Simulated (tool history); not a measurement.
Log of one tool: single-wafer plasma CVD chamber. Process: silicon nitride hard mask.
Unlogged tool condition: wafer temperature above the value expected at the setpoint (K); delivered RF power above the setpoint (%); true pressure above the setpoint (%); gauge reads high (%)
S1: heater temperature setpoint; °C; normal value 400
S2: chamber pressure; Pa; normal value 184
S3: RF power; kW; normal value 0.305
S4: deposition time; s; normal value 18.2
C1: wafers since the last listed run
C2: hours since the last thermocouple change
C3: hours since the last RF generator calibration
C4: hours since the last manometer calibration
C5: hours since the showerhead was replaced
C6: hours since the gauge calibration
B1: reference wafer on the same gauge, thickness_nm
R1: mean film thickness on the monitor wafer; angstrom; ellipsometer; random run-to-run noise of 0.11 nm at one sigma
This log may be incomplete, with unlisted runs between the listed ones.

run	hour	S1	S2	S3	S4	C1	C2	C3	C4	C5	C6	B1	R1
1	0.0	400	184	0.285	18.2	0	2422.9	1528.4	1188.8	3833.9	1421.9	23.984	199.89
# hour 119.8: RF generator calibrated
2	144.2	400	197	0.305	18.2	3350	2567.1	24.4	1333.0	3978.1	1566.1	23.959	207.80
3	197.2	400	197	0.305	18.2	1303	2620.1	77.4	1386.0	4031.1	1619.1	24.037	207.68
4	224.2	400	197	0.305	18.2	664	2647.1	104.4	1413.0	4058.1	1646.1	23.957	208.14
# hour 279.7: thermocouple changed; heater temperature recalibrated
5	415.2	400	184	0.305	19.2	4501	135.5	295.4	1604.0	4249.1	1837.1	23.985	217.33
6	456.4	400	227	0.305	16.7	1013	176.7	336.6	1645.2	4290.3	1878.3	23.966	200.65
7	525.4	406	139	0.280	17.1	1697	245.7	405.6	1714.2	4359.3	1947.3	23.990	171.32
8	565.2	400	184	0.345	18.2	979	285.5	445.4	1754.0	4399.1	1987.1	24.010	214.49
9	612.0	400	184	0.305	15.1	1151	332.3	492.2	1800.8	4445.9	2033.9	24.000	168.63
10	660.4	400	184	0.305	21.1	1190	380.7	540.6	1849.2	4494.3	2082.3	24.048	237.20
# hour 772.6: gauge calibrated
# hour 811.1: showerhead replaced
11	835.4	400	184	0.340	18.2	4107	555.7	715.6	2024.2	24.3	62.8	23.995	214.09
12	882.0	409	184	0.305	15.7	1146	602.3	762.2	2070.8	70.9	109.4	23.967	176.51
# hour 914.3: capacitance manometer re-zeroed and calibrated
13	932.3	394	155	0.250	16.6	1040	652.6	812.5	18.0	121.2	159.7	23.995	168.87
14	1099.2	400	184	0.330	21.2	4105	819.5	979.4	184.9	288.1	326.6	24.004	251.34
15	1157.3	400	184	0.305	18.2	1429	877.6	1037.5	243.0	346.2	384.7	23.941	208.03
16	1188.6	412	160	0.285	19.8	769	908.9	1068.8	274.3	377.5	416.0	24.013	211.60
17	1234.2	400	184	0.305	18.2	1121	954.5	1114.4	319.9	423.1	461.6	23.943	208.26
18	1298.3	396	184	0.305	21.1	1576	1018.6	1178.5	384.0	487.2	525.7	23.951	241.20
19	1343.4	400	184	0.305	18.2	1109	1063.7	1223.6	429.1	532.3	570.8	24.025	209.06
20	1382.7	400	216	0.305	18.2	966	1103.0	1262.9	468.4	571.6	610.1	23.956	219.99
21	1422.1	400	184	0.355	14.9	969	1142.4	1302.3	507.8	611.0	649.5	23.977	182.86
22	1474.8	406	184	0.305	19.4	1296	1195.1	1355.0	560.5	663.7	702.2	24.024	221.22
23	1519.3	386	204	0.305	18.2	1094	1239.6	1399.5	605.0	708.2	746.7	24.031	216.21
# hour 1601.7: capacitance manometer re-zeroed and calibrated, repeated, since the last time left the tool worse
24	1657.9	388	184	0.305	18.2	3212	1378.2	1538.1	56.2	846.8	885.3	23.971	204.74
25	1689.9	400	184	0.305	16.0	787	1410.2	1570.1	88.2	878.8	917.3	23.976	178.96
26	1726.4	394	164	0.355	21.4	897	1446.7	1606.6	124.7	915.3	953.8	23.991	246.04
27	1762.8	387	211	0.270	18.2	895	1483.1	1643.0	161.1	951.7	990.2	24.012	204.07

Selected run-to-run steps in R1, each split into two signed amounts: the part the tool would show with no hidden state at all (from settings, incoming material and random variation), and the remainder, which goes to the hidden state together with any gauge scatter not common to the measured and the hidden-state-free results:
Run 9 -> 10: S4 15.1 -> 21.1. R1 +68.57 angstrom: hidden state +0.81, all else +67.76.
Run 12 -> 13: S1 409 -> 394, S2 184 -> 155, S3 0.305 -> 0.250, S4 15.7 -> 16.6, capacitance manometer re-zeroed and calibrated. R1 -7.64 angstrom: hidden state +2.12, all else -9.76.
Run 13 -> 14: S1 394 -> 400, S2 155 -> 184, S3 0.250 -> 0.330, S4 16.6 -> 21.2. R1 +82.47 angstrom: hidden state +2.04, all else +80.43.
Run 23 -> 24: S1 386 -> 388, S2 204 -> 184, capacitance manometer re-zeroed and calibrated, repeated, since the last time left the tool worse. R1 -11.47 angstrom: hidden state -5.66, all else -5.81.
